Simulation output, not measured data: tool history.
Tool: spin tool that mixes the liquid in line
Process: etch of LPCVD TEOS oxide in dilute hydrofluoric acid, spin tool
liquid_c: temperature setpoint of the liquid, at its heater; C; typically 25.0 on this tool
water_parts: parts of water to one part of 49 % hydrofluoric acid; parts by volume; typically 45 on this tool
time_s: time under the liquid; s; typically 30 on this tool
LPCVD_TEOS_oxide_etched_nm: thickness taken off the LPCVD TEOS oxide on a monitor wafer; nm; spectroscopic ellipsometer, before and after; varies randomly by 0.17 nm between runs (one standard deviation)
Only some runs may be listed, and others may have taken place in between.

run,hour,liquid_c,water_parts,time_s,"read-back film thickness of the LPCVD TEOS oxide reference wafer, read on the same gauge (nm)",LPCVD_TEOS_oxide_etched_nm
1,0.0,28.0,45,30,30.01,27.14
2,64.4,25.0,45,30,30.03,23.84
3,106.3,25.0,45,30,30.01,24.06
4,148.9,26.5,45,30,30.02,25.50
5,176.1,26.5,45,30,30.01,25.43
6,214.5,26.5,45,30,30.01,25.35
7,275.4,25.0,45,30,29.98,23.99
8,327.6,25.0,45,30,29.95,23.57
9,383.5,25.0,45,45,29.99,35.74
10,434.1,25.0,45,45,29.97,35.73
11,470.5,25.0,45,45,29.99,35.31
12,534.0,22.5,40,30,29.97,23.91
13,562.6,22.5,40,30,29.99,23.97
14,595.7,23.0,45,30,29.97,21.85
15,632.6,25.0,60,30,29.95,17.31
16,657.5,28.0,25,15,29.98,24.78
17,708.3,25.0,45,30,30.02,23.47
18,736.4,26.5,45,20,30.05,16.70
# hour 788.9: gauge calibrated
# hour 804.8: hydrofluoric acid flow meter replaced
19,806.7,25.0,45,30,29.98,23.53
20,832.4,26.5,30,15,30.02,19.26
# hour 838.0: thermometer replaced
21,899.8,25.0,45,30,30.01,22.10
22,951.8,25.0,45,30,30.05,22.40
# hour 1002.3: thermometer replaced, repeated, since the last time left the tool worse
23,1013.8,20.5,45,20,30.01,13.75
24,1055.0,30.0,45,30,30.01,30.32
25,1088.7,23.0,45,30,30.01,22.90
26,1114.5,27.5,35,50,29.98,59.49
27,1176.7,27.5,45,50,29.96,45.76
28,1234.6,28.0,45,40,29.99,37.29

Predict each of these 3 candidate next runs independently; none follows another, all start after run 28:
A,1235.0,20.5,45,30,?,?
B,1235.0,20.5,40,45,?,?
C,1235.0,25.0,45,35,?,?

run,"read-back film thickness of the LPCVD TEOS oxide reference wafer, read on the same gauge (nm)",LPCVD_TEOS_oxide_etched_nm
A,29.97,20.58
B,29.97,34.93
C,29.97,28.98
Without the tool's unlogged condition, the same runs would have read:
run,LPCVD_TEOS_oxide_etched_nm
A,20.99
B,35.64
C,29.55

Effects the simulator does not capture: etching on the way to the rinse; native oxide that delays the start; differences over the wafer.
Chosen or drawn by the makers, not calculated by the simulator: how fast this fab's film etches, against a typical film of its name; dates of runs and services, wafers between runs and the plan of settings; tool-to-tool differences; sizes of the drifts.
